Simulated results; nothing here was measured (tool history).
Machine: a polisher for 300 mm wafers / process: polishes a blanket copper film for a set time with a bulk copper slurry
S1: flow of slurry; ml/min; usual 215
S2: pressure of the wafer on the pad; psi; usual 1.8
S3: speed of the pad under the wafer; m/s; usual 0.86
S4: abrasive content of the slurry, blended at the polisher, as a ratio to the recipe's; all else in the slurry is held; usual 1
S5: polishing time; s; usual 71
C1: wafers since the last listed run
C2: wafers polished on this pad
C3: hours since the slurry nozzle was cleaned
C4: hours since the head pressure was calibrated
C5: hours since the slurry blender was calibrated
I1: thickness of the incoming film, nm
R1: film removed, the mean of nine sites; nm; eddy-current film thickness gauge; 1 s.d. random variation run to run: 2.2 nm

run	day	S1	S2	S3	S4	S5	C1	C2	C3	C4	C5	I1	R1
1	0	215	1.8	0.86	1	71	0	686	42.6	441.7	382.1	4478	297.9
2	3.6	215	1.8	0.86	1	71	1130	1816	129	528.1	468.5	4451.6	293.3
3	5.667	215	1.8	0.86	1	71	649	2465	178.6	577.7	518.1	4453.7	290.5
4	8.871	215	1.8	0.86	1	71	1006	3471	255.5	654.6	595	4531.1	289.2
# day 9.483: slurry blender recalibrated
5	11.8	215	1.8	0.86	1	71	893	4365	325.8	724.9	55.6	4493.7	284.4
6	15.096	215	1.8	0.86	1	71	1035	5400	404.9	804	134.7	4489.8	284.6
# day 17.538: head pressure recalibrated
# day 18.721: slurry nozzle cleaned
# day 21.933: worn pad replaced by a new one
7	24.842	215	1.8	0.86	1	71	2969	913	146.9	175.3	368.6	4496.6	292.6
8	29.108	215	1.8	0.86	1	71	1339	2253	249.3	277.7	471	4455.5	288.9
# day 29.733: slurry blender recalibrated
9	38.538	215	1.8	0.86	1	71	2935	5188	475.6	504	211.3	4512	279.9
# day 39.233: slurry nozzle cleaned
10	42.829	215	1.8	0.86	1	71	1334	6522	86.3	607	314.3	4463.8	295.1
11	46.492	215	1.8	0.86	1	71	1150	7673	174.2	694.9	402.2	4494	293.9
# day 48.146: worn pad replaced by a new one
12	48.412	215	1.8	0.86	1	71	550	84	220.3	741	448.3	4517.5	290.5
13	51.942	275	1.8	0.86	1	71	1108	1192	305	825.7	533	4588.4	297.9
# day 53.842: slurry blender recalibrated
# day 54: head pressure recalibrated
14	54.138	215	1.8	0.86	1	71	637	1829	357.7	3.3	7.1	4493.8	287.2
# day 64.933: slurry nozzle cleaned
15	66.608	235	2.2	0.86	0.85	62	3903	5733	40.2	302.6	306.4	4512.9	307.2
16	70.125	215	1.8	0.62	1	71	1104	6837	124.6	387	390.8	4486.4	224.8
# day 72.196: worn pad replaced by a new one
17	72.658	215	1.8	0.86	1	71	743	145	185.4	447.8	451.6	4409.5	292.5
18	76.633	215	1.6	1.08	1	83	1248	1393	280.8	543.2	547	4583.7	364
# day 77.458: slurry blender recalibrated
19	80.675	275	1.8	0.86	1	71	1243	2637	377.8	640.2	77.2	4421.5	298.9
20	84.712	215	1.8	0.96	1	79	1267	3905	474.7	737.1	174.1	4486.7	343.8
# day 87.483: head pressure recalibrated
21	88.675	215	2	0.86	1	82	1218	5123	569.8	28.6	269.2	4473.1	354.4
# day 90.479: slurry nozzle cleaned
22	91.317	215	1.8	0.86	1	71	816	5939	20.1	92	332.6	4491.8	298.3
23	95.204	215	1.8	0.86	1	71	1220	7160	113.4	185.3	425.9	4458.7	293.2
# day 96.025: worn pad replaced by a new one
24	98.938	215	1.4	0.86	1	71	1120	914	203	274.9	515.5	4535.3	227.9
25	101.688	215	1.8	0.86	1	71	863	1778	269	340.9	581.5	4522.8	291.2
# day 103.046: slurry blender recalibrated
26	103.762	160	1.8	0.86	0.8	71	625	2403	318.8	390.7	17.2	4549.2	261.3

For run 27, what comes out?
27	106.058	215	2	0.66	1	71	721	3124	373.9	445.8	72.3	4552.2	?

R1: 256.6 nm
The same run, on a tool lacking any hidden state, would have yielded R1 266.8 nm.
